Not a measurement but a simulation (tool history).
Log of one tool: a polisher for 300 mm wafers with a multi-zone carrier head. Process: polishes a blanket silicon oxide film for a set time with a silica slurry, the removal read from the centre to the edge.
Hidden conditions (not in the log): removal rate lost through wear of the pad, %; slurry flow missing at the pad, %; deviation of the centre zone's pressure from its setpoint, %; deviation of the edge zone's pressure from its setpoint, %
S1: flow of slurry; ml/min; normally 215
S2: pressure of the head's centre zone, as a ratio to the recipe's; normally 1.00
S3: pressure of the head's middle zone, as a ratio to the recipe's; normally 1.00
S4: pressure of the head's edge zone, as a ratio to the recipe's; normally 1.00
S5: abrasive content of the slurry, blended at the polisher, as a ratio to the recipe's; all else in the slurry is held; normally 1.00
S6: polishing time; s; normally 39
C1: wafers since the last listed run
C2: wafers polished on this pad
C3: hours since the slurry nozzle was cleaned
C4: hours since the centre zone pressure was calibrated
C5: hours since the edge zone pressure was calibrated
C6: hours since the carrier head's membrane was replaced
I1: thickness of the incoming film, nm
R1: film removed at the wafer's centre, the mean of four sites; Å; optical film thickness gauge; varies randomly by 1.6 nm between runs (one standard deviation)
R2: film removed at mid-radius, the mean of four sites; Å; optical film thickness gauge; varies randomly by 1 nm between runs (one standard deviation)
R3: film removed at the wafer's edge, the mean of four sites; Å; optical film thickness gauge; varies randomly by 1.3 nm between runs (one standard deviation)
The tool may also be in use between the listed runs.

run	hour	S1	S2	S3	S4	S5	S6	C1	C2	C3	C4	C5	C6	I1	R1	R2	R3
1	0.0	215	1.00	1.00	1.00	1.00	35	0	964	251.5	623.0	717.4	569.1	992.4	982	955	999
# hour 2.5: worn pad replaced by a new one
2	17.5	240	1.00	1.00	1.00	1.00	39	101	101	269.0	640.5	734.9	586.6	1020.4	1095	1081	1104
3	29.5	240	1.00	1.00	1.00	1.00	39	80	182	281.0	652.5	746.9	598.6	1011.1	1091	1080	1113
4	46.9	215	1.00	1.00	1.00	1.00	39	117	299	298.4	669.9	764.3	616.0	1005.5	1055	1065	1100
5	61.8	215	1.00	1.00	1.00	1.00	39	100	399	313.3	684.8	779.2	630.9	1004.8	1067	1045	1068
6	70.7	215	1.00	1.00	1.00	1.00	39	59	459	322.2	693.7	788.1	639.8	1007.6	1045	1052	1084
7	79.6	215	1.00	1.00	1.00	1.00	39	59	519	331.1	702.6	797.0	648.7	1015.2	1009	1050	1084
# hour 85.6: edge zone pressure recalibrated
8	92.0	215	1.00	1.00	1.00	1.00	39	70	589	343.5	715.0	6.4	661.1	990.6	1052	1039	1073
9	101.6	190	1.00	1.00	0.95	1.15	28	64	654	353.1	724.6	16.0	670.7	985.7	734	718	775
10	108.0	215	1.00	1.00	1.00	1.00	39	43	697	359.5	731.0	22.4	677.1	994.4	1025	1005	1078
# hour 112.7: slurry nozzle cleaned
11	122.3	240	1.00	1.00	1.00	0.80	43	89	787	9.6	745.3	36.7	691.4	1001.0	1248	1213	1225
# hour 129.6: carrier head's membrane replaced by a new one
12	131.0	240	1.00	1.00	1.00	1.00	39	24	811	18.3	754.0	45.4	1.4	991.6	1186	1170	1182
13	138.5	215	1.00	0.92	1.09	0.75	39	50	862	25.8	761.5	52.9	8.9	1012.6	1131	1004	1112
# hour 146.1: centre zone pressure recalibrated
# hour 150.7: worn pad replaced by a new one
14	152.7	215	1.00	1.00	1.08	1.00	45	55	13	40.0	6.6	67.1	23.1	1000.5	1366	1329	1382
15	166.1	215	1.06	1.00	1.00	1.00	52	90	103	53.4	20.0	80.5	36.5	980.0	1661	1508	1565
16	179.0	215	1.00	1.00	1.00	1.25	39	86	190	66.3	32.9	93.4	49.4	996.7	1228	1172	1228
17	190.3	215	1.00	1.08	1.00	1.00	39	76	266	77.6	44.2	104.7	60.7	1008.3	1173	1212	1172

What if the next run were any one of these 4? Each begins from the tool's condition after run 17:
A	190.7	215	1.00	1.00	1.00	1.00	39	2	269	78.0	44.6	105.1	61.1	1008.1	?	?	?
B	190.7	155	1.00	1.00	0.92	1.00	39	2	269	78.0	44.6	105.1	61.1	1008.1	?	?	?
C	190.7	215	1.00	0.90	1.00	1.00	31	2	269	78.0	44.6	105.1	61.1	1008.1	?	?	?
D	190.7	290	1.00	0.95	0.92	1.00	35	2	269	78.0	44.6	105.1	61.1	1008.1	?	?	?

run	R1	R2	R3
A	1177	1133	1156
B	1093	1061	1073
C	935	828	920
D	1106	1017	1043
With the hidden condition removed and each run's random variation left untouched, the same runs would have given:
run	R1	R2	R3
A	1197	1151	1169
B	1120	1085	1090
C	951	841	930
D	1119	1029	1051
